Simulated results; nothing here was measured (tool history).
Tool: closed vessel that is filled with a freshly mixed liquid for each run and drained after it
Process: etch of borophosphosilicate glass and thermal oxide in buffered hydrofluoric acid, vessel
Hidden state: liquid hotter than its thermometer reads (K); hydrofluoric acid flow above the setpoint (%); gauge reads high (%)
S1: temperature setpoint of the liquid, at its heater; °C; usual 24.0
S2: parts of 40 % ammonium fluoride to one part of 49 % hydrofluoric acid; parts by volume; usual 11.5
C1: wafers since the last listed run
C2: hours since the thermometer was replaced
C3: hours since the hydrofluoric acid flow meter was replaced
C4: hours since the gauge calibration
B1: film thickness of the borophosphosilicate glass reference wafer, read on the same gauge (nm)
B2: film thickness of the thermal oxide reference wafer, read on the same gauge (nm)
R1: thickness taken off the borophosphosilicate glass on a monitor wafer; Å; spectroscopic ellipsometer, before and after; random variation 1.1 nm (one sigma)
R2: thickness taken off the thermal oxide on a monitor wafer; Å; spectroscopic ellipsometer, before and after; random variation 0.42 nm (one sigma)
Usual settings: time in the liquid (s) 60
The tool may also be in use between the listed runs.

run 1 hour=0.0 | S1=24.0 S2=11.5 time_in_the_liquid_(s)=60 | C1=0 C2=1253.9 C3=1319.2 C4=106.0 | B1=79.99 B2=129.98 | R1=1409.8 R2=637.4
run 2 hour=14.3 | S1=24.0 S2=11.5 time_in_the_liquid_(s)=60 | C1=1876 C2=1268.2 C3=1333.5 C4=120.3 | B1=80.07 B2=130.02 | R1=1444.5 R2=639.1
run 3 hour=36.4 | S1=24.0 S2=11.5 time_in_the_liquid_(s)=60 | C1=2900 C2=1290.3 C3=1355.6 C4=142.4 | B1=80.00 B2=130.01 | R1=1420.4 R2=635.3
run 4 hour=70.0 | S1=24.0 S2=11.5 time_in_the_liquid_(s)=60 | C1=4409 C2=1323.9 C3=1389.2 C4=176.0 | B1=80.06 B2=130.00 | R1=1452.8 R2=642.5
run 5 hour=91.5 | S1=24.0 S2=11.5 time_in_the_liquid_(s)=60 | C1=2821 C2=1345.4 C3=1410.7 C4=197.5 | B1=79.99 B2=130.00 | R1=1444.3 R2=630.6
run 6 hour=167.6 | S1=24.0 S2=11.5 time_in_the_liquid_(s)=60 | C1=9987 C2=1421.5 C3=1486.8 C4=273.6 | B1=79.99 B2=130.01 | R1=1430.2 R2=647.2
run 7 hour=192.6 | S1=24.0 S2=11.5 time_in_the_liquid_(s)=60 | C1=3281 C2=1446.5 C3=1511.8 C4=298.6 | B1=80.04 B2=130.02 | R1=1426.3 R2=639.2
run 8 hour=224.9 | S1=24.0 S2=11.5 time_in_the_liquid_(s)=60 | C1=4239 C2=1478.8 C3=1544.1 C4=330.9 | B1=80.01 B2=130.00 | R1=1454.5 R2=649.1
run 9 hour=252.3 | S1=24.0 S2=11.5 time_in_the_liquid_(s)=60 | C1=3596 C2=1506.2 C3=1571.5 C4=358.3 | B1=79.98 B2=129.99 | R1=1468.8 R2=649.4
run 10 hour=281.5 | S1=25.5 S2=13.0 time_in_the_liquid_(s)=60 | C1=3832 C2=1535.4 C3=1600.7 C4=387.5 | B1=79.99 B2=130.00 | R1=1379.9 R2=629.9
-- hour=314.1 gauge calibrated
run 11 hour=317.4 | S1=25.5 S2=13.0 time_in_the_liquid_(s)=60 | C1=4711 C2=1571.3 C3=1636.6 C4=3.3 | B1=80.02 B2=130.02 | R1=1381.8 R2=637.8
run 12 hour=329.8 | S1=20.0 S2=11.5 time_in_the_liquid_(s)=60 | C1=1627 C2=1583.7 C3=1649.0 C4=15.7 | B1=80.00 B2=130.00 | R1=1183.8 R2=523.9
run 13 hour=363.0 | S1=24.0 S2=11.5 time_in_the_liquid_(s)=80 | C1=4357 C2=1616.9 C3=1682.2 C4=48.9 | B1=80.01 B2=130.00 | R1=1943.6 R2=879.3
run 14 hour=380.5 | S1=24.0 S2=11.5 time_in_the_liquid_(s)=60 | C1=2296 C2=1634.4 C3=1699.7 C4=66.4 | B1=79.95 B2=130.00 | R1=1480.7 R2=653.0
run 15 hour=398.1 | S1=24.0 S2=15.5 time_in_the_liquid_(s)=30 | C1=2309 C2=1652.0 C3=1717.3 C4=84.0 | B1=79.97 B2=129.99 | R1=553.5 R2=243.1
-- hour=416.1 thermometer replaced
run 16 hour=416.4 | S1=24.0 S2=11.5 time_in_the_liquid_(s)=60 | C1=2270 C2=0.3 C3=1735.6 C4=102.3 | B1=80.01 B2=130.01 | R1=1297.3 R2=572.6
run 17 hour=441.6 | S1=19.5 S2=11.5 time_in_the_liquid_(s)=45 | C1=3307 C2=25.5 C3=1760.8 C4=127.5 | B1=79.94 B2=130.00 | R1=760.3 R2=342.2
-- hour=464.3 hydrofluoric acid flow meter replaced
run 18 hour=476.4 | S1=26.0 S2=11.5 time_in_the_liquid_(s)=40 | C1=4436 C2=60.3 C3=12.1 C4=162.3 | B1=80.03 B2=130.00 | R1=974.4 R2=430.0
run 19 hour=488.4 | S1=21.0 S2=8.0 time_in_the_liquid_(s)=80 | C1=1574 C2=72.3 C3=24.1 C4=174.3 | B1=79.98 B2=130.00 | R1=2099.5 R2=897.5
run 20 hour=522.5 | S1=27.0 S2=7.0 time_in_the_liquid_(s)=50 | C1=4475 C2=106.4 C3=58.2 C4=208.4 | B1=79.96 B2=130.00 | R1=2043.4 R2=907.7
run 21 hour=557.0 | S1=24.0 S2=15.5 time_in_the_liquid_(s)=60 | C1=4528 C2=140.9 C3=92.7 C4=242.9 | B1=79.99 B2=129.99 | R1=985.8 R2=438.7
run 22 hour=572.3 | S1=24.0 S2=11.5 time_in_the_liquid_(s)=60 | C1=2008 C2=156.2 C3=108.0 C4=258.2 | B1=79.93 B2=129.99 | R1=1304.8 R2=580.5
run 23 hour=589.6 | S1=24.0 S2=11.5 time_in_the_liquid_(s)=60 | C1=2270 C2=173.5 C3=125.3 C4=275.5 | B1=80.02 B2=129.99 | R1=1322.5 R2=585.7

What the log doesn't show, run by run:
hydrofluoric acid flow above the setpoint (%): 0 in every run
gauge reads high (%): 0 in every run
H1: liquid hotter than its thermometer reads (K)
run=1 H1=1.87
run=2 H1=1.89
run=3 H1=1.92
run=4 H1=1.97
run=5 H1=2
run=6 H1=2.1
run=7 H1=2.14
run=8 H1=2.18
run=9 H1=2.22
run=10 H1=2.26
run=11 H1=2.31
run=12 H1=2.32
run=13 H1=2.37
run=14 H1=2.39
run=15 H1=2.41
run=16 H1=0.0244
run=17 H1=0.0587
run=18 H1=0.106
run=19 H1=0.122
run=20 H1=0.169
run=21 H1=0.216
run=22 H1=0.236
run=23 H1=0.26

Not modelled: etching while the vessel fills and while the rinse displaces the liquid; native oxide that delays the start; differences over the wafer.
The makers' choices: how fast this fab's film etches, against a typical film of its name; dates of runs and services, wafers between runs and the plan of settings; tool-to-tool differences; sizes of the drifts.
